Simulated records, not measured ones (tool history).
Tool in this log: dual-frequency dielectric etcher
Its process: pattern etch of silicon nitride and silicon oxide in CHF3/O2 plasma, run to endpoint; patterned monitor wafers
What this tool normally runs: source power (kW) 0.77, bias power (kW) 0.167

run,hour,source power (kW),bias power (kW),wafers since the last listed run,hours since the last wet clean,hours since the last source power generator calibration,hours since the last bias power generator calibration,hours since the last upper electrode change,"incoming incoming film thickness, nm",endpoint time (s)
1,0,0.77,0.152,0,202.8,1583.8,3626.5,3008.5,190.2,124.2
2,12.7,0.77,0.152,88,215.5,1596.5,3639.2,3021.2,188.8,125.8
3,26.2,0.77,0.152,94,229,1610,3652.7,3034.7,189.5,124
4,34.4,0.77,0.167,57,237.2,1618.2,3660.9,3042.9,190.5,122.4
5,44.6,0.77,0.167,71,247.4,1628.4,3671.1,3053.1,187.7,119.3
6,53.3,0.7,0.191,60,256.1,1637.1,3679.8,3061.8,187.5,116.4
7,59.7,0.7,0.191,44,262.5,1643.5,3686.2,3068.2,189.1,116.7
8,72.3,0.77,0.167,88,275.1,1656.1,3698.8,3080.8,187.6,117.6
9,78.3,0.77,0.167,41,281.1,1662.1,3704.8,3086.8,190.9,120.4
10,95.4,0.72,0.167,119,298.2,1679.2,3721.9,3103.9,188.3,123.5
11,112.7,0.72,0.167,120,315.5,1696.5,3739.2,3121.2,191.2,121
12,124.3,0.72,0.167,81,327.1,1708.1,3750.8,3132.8,187.8,121
# hour 138.6: bias power generator calibrated
13,147.8,0.77,0.167,136,350.6,1731.6,9.2,3156.3,191,117.9
14,191.8,0.7,0.167,307,394.6,1775.6,53.2,3200.3,188.5,121.1
15,207.9,0.88,0.179,112,410.7,1791.7,69.3,3216.4,188.8,107.5
16,217.3,0.77,0.167,65,420.1,1801.1,78.7,3225.8,187.1,116.5
17,224.3,0.61,0.196,48,427.1,1808.1,85.7,3232.8,190.8,121
# hour 251.3: source power generator calibrated
# hour 257.8: wet clean of the chamber
# hour 272.5: upper electrode replaced
18,273,0.94,0.127,164,15.2,21.7,134.4,0.5,189.3,118.7
19,273.3,0.77,0.167,2,15.5,22,134.7,0.8,188.7,114.4
20,273.7,0.77,0.167,2,15.9,22.4,135.1,1.2,190.1,113.5
21,275,0.7,0.188,9,17.2,23.7,136.4,2.5,189.8,114.6
22,283.4,0.96,0.129,58,25.6,32.1,144.8,10.9,188,116.9
23,297.6,0.93,0.167,99,39.8,46.3,159,25.1,189.4,106.6
24,310,0.94,0.185,86,52.2,58.7,171.4,37.5,188.9,101
# hour 339.1: wet clean of the chamber, repeated, since the last time left the tool worse
25,339.6,0.77,0.167,39,0.5,88.3,201,67.1,187,121.1
26,340,0.88,0.167,2,0.9,88.7,201.4,67.5,190.7,115.7
27,340.3,0.95,0.197,2,1.2,89,201.7,67.8,187.8,104.8
28,350.2,0.82,0.206,69,11.1,98.9,211.6,77.7,187.4,107.3

What will run 29 give?
29,368,0.59,0.15,124,28.9,116.7,229.4,95.5,187.9,?

endpoint time (s): 140.7
With no hidden state in the tool, this same run would have given endpoint time (s) 141.8.
